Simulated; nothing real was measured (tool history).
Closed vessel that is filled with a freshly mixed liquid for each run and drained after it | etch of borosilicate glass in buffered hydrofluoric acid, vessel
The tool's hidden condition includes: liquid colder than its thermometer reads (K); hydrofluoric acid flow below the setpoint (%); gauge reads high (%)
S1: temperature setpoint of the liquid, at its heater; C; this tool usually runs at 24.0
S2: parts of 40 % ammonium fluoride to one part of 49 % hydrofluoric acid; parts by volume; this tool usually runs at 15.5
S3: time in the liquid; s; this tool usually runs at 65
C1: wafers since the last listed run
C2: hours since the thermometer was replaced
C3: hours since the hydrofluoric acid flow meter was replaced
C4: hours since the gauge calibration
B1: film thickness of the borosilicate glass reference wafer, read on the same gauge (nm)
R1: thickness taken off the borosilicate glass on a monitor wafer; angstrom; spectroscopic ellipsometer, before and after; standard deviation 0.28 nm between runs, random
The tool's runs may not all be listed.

run,day,S1,S2,S3,C1,C2,C3,C4,B1,R1
1,0.000,24.0,15.5,65,0,976.4,961.4,524.6,50.03,502.0
2,4.242,24.0,15.5,65,8145,1078.2,1063.2,626.4,50.02,495.8
3,6.671,24.0,15.5,65,4665,1136.5,1121.5,684.7,50.00,492.1
4,9.279,24.0,15.5,65,5009,1199.1,1184.1,747.3,50.00,491.1
5,12.962,24.0,15.5,65,7073,1287.5,1272.5,835.7,49.95,492.8
# day 14.788: hydrofluoric acid flow meter replaced
6,16.479,24.0,15.5,65,6673,1371.9,40.6,920.1,49.99,509.8
7,19.138,24.0,15.5,65,5105,1435.7,104.4,983.9,50.02,505.4
8,22.300,24.0,15.5,65,6073,1511.6,180.3,1059.8,50.02,504.7
9,25.838,24.0,19.0,85,6793,1596.5,265.2,1144.7,50.02,539.7
10,27.858,24.0,15.5,65,3880,1645.0,313.7,1193.2,50.03,499.4
11,31.483,24.0,15.5,95,6961,1732.0,400.7,1280.2,50.01,733.1
12,34.067,27.5,15.5,65,4961,1794.0,462.7,1342.2,49.98,602.8
13,36.783,27.5,15.5,65,5217,1859.2,527.9,1407.4,49.99,601.7
14,39.917,28.0,17.0,65,6017,1934.4,603.1,1482.6,50.02,557.7
# day 42.588: gauge calibrated
15,47.412,22.0,10.5,30,14395,2114.3,783.0,115.8,49.98,298.2
16,50.492,24.0,20.0,35,5913,2188.2,856.9,189.7,50.04,207.2
17,54.038,26.0,12.5,75,6809,2273.3,942.0,274.8,49.96,775.0
18,57.221,24.0,20.0,35,6113,2349.7,1018.4,351.2,49.99,205.2
19,61.496,24.0,15.5,65,8209,2452.3,1121.0,453.8,49.97,484.3
20,63.521,26.0,11.5,45,3888,2500.9,1169.6,502.4,50.01,494.7
# day 64.054: thermometer replaced
21,66.854,20.0,15.5,40,6321,67.2,1249.6,582.4,49.96,249.7
# day 67.829: hydrofluoric acid flow meter replaced
22,71.192,24.0,15.5,65,8249,171.3,80.7,686.5,49.99,519.1
23,75.083,20.0,15.5,45,7473,264.7,174.1,779.9,49.98,290.1
24,88.433,24.0,13.5,45,25638,585.1,494.5,1100.3,49.97,401.7
25,90.646,28.5,11.5,30,4248,638.2,547.6,1153.4,49.98,401.8
26,94.104,24.0,15.5,90,6641,721.2,630.6,1236.4,49.98,695.6

Consider 3 possible next runs. They are alternatives, not a sequence: every one starts from the tool as it was left by run 26. What does each give?
A,94.133,24.0,17.0,65,56,721.9,631.3,1237.1,?,?
B,94.133,24.0,10.5,75,56,721.9,631.3,1237.1,?,?
C,94.133,24.0,15.5,45,56,721.9,631.3,1237.1,?,?

run,B1,R1
A,50.00,462.4
B,50.00,859.3
C,50.00,350.8
With no hidden state in the tool, these same runs would have given:
run,R1
A,484.9
B,901.0
C,367.9

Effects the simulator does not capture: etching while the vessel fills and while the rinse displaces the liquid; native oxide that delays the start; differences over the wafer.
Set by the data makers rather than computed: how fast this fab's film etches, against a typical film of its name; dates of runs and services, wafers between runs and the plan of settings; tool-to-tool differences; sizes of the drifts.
